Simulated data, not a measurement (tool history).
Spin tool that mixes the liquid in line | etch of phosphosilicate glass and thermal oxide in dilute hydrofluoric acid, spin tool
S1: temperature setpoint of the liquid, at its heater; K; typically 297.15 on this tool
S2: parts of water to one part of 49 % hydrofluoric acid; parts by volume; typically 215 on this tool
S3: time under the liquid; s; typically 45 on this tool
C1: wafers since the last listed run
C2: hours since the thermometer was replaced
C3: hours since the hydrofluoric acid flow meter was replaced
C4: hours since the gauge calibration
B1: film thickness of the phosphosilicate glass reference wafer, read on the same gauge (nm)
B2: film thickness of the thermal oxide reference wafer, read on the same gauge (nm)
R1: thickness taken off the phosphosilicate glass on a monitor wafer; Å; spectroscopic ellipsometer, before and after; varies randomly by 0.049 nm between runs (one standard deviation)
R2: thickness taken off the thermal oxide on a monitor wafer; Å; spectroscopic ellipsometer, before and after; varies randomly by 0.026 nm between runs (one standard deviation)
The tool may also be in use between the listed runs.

| run | hour | S1 | S2 | S3 | C1 | C2 | C3 | C4 | B1 | B2 | R1 | R2 |
|---|---|---|---|---|---|---|---|---|---|---|---|---|
| 1 | 0.0 | 297.15 | 215 | 45 | 0 | 779.9 | 6.3 | 398.8 | 90.05 | 69.991 | 125.3 | 6.82 |
| 2 | 12.3 | 297.15 | 215 | 45 | 160 | 792.2 | 18.6 | 411.1 | 90.01 | 69.992 | 124.2 | 6.66 |
| 3 | 27.9 | 297.15 | 185 | 45 | 204 | 807.8 | 34.2 | 426.7 | 90.01 | 69.975 | 148.6 | 8.53 |
| 4 | 34.9 | 297.15 | 270 | 30 | 91 | 814.8 | 41.2 | 433.7 | 90.02 | 69.994 | 62.4 | 3.41 |
| 5 | 43.4 | 297.15 | 270 | 30 | 111 | 823.3 | 49.7 | 442.2 | 90.01 | 69.956 | 62.4 | 3.45 |
| 6 | 53.7 | 297.15 | 215 | 60 | 134 | 833.6 | 60.0 | 452.5 | 90.03 | 70.002 | 164.2 | 9.33 |
|  | 68.8 | thermometer replaced |
| 7 | 69.3 | 297.15 | 215 | 45 | 191 | 0.5 | 75.6 | 468.1 | 90.00 | 70.005 | 131.2 | 7.51 |
| 8 | 83.2 | 297.15 | 140 | 45 | 181 | 14.4 | 89.5 | 482.0 | 90.02 | 70.011 | 219.2 | 12.84 |
| 9 | 119.5 | 299.15 | 215 | 45 | 475 | 50.7 | 125.8 | 518.3 | 89.99 | 70.000 | 139.7 | 8.02 |
| 10 | 126.6 | 297.15 | 180 | 30 | 92 | 57.8 | 132.9 | 525.4 | 90.03 | 69.986 | 108.0 | 6.40 |
| 11 | 137.2 | 297.15 | 215 | 45 | 138 | 68.4 | 143.5 | 536.0 | 89.95 | 70.000 | 130.2 | 7.40 |
| 12 | 152.4 | 302.15 | 265 | 35 | 198 | 83.6 | 158.7 | 551.2 | 90.00 | 70.027 | 92.2 | 5.41 |
|  | 153.8 | gauge calibrated |
| 13 | 168.0 | 293.15 | 305 | 25 | 204 | 99.2 | 174.3 | 14.2 | 90.03 | 69.966 | 40.3 | 2.22 |
| 14 | 185.2 | 297.15 | 215 | 45 | 225 | 116.4 | 191.5 | 31.4 | 89.96 | 69.979 | 128.9 | 7.51 |
| 15 | 191.3 | 301.65 | 215 | 45 | 79 | 122.5 | 197.6 | 37.5 | 89.99 | 69.962 | 151.2 | 8.36 |
| 16 | 198.4 | 302.15 | 115 | 30 | 92 | 129.6 | 204.7 | 44.6 | 90.05 | 70.017 | 216.3 | 12.29 |
| 17 | 213.9 | 293.15 | 115 | 45 | 202 | 145.1 | 220.2 | 60.1 | 90.04 | 70.002 | 230.2 | 13.10 |
| 18 | 227.1 | 300.15 | 215 | 45 | 172 | 158.3 | 233.4 | 73.3 | 90.02 | 69.984 | 142.8 | 8.06 |
| 19 | 240.3 | 300.15 | 215 | 60 | 172 | 171.5 | 246.6 | 86.5 | 90.01 | 70.033 | 190.3 | 10.36 |
| 20 | 255.3 | 297.15 | 110 | 25 | 196 | 186.5 | 261.6 | 101.5 | 90.01 | 70.008 | 156.9 | 8.92 |
| 21 | 270.2 | 299.15 | 215 | 65 | 195 | 201.4 | 276.5 | 116.4 | 90.00 | 70.017 | 198.8 | 10.66 |
| 22 | 287.4 | 299.65 | 295 | 20 | 225 | 218.6 | 293.7 | 133.6 | 89.99 | 69.978 | 41.3 | 2.26 |
| 23 | 298.6 | 294.65 | 130 | 30 | 146 | 229.8 | 304.9 | 144.8 | 89.98 | 70.051 | 139.0 | 8.20 |
| 24 | 311.6 | 292.65 | 280 | 30 | 170 | 242.8 | 317.9 | 157.8 | 90.00 | 70.042 | 51.6 | 2.82 |
| 25 | 329.6 | 299.65 | 185 | 55 | 235 | 260.8 | 335.9 | 175.8 | 90.00 | 70.020 | 202.4 | 11.41 |
| 26 | 339.1 | 297.15 | 215 | 35 | 124 | 270.3 | 345.4 | 185.3 | 89.99 | 69.986 | 98.3 | 5.40 |
| 27 | 347.3 | 297.15 | 215 | 45 | 107 | 278.5 | 353.6 | 193.5 | 90.02 | 70.004 | 126.3 | 7.16 |

Measured result minus the same run's result without the hidden state. Both carry the same run-to-run variation, though not necessarily the same gauge scatter:
What the log doesn't record here: liquid colder than its thermometer reads (K); hydrofluoric acid flow below the setpoint (%); gauge reads high (%).
| run | R1 | R2 |
|---|---|---|
| 1 | -10.1 | -0.55 |
| 2 | -10.4 | -0.56 |
| 3 | -12.8 | -0.74 |
| 4 | -5.3 | -0.29 |
| 5 | -5.4 | -0.29 |
| 6 | -14.7 | -0.83 |
| 7 | -3.5 | -0.20 |
| 8 | -6.3 | -0.37 |
| 9 | -4.9 | -0.28 |
| 10 | -3.8 | -0.23 |
| 11 | -4.9 | -0.28 |
| 12 | -3.7 | -0.22 |
| 13 | -1.7 | -0.09 |
| 14 | -5.9 | -0.34 |
| 15 | -6.9 | -0.38 |
| 16 | -10.0 | -0.57 |
| 17 | -11.5 | -0.66 |
| 18 | -7.3 | -0.41 |
| 19 | -10.2 | -0.56 |
| 20 | -8.8 | -0.50 |
| 21 | -11.6 | -0.62 |
| 22 | -2.5 | -0.14 |
| 23 | -8.8 | -0.52 |
| 24 | -3.5 | -0.19 |
| 25 | -13.8 | -0.78 |
| 26 | -6.9 | -0.38 |
| 27 | -9.1 | -0.51 |
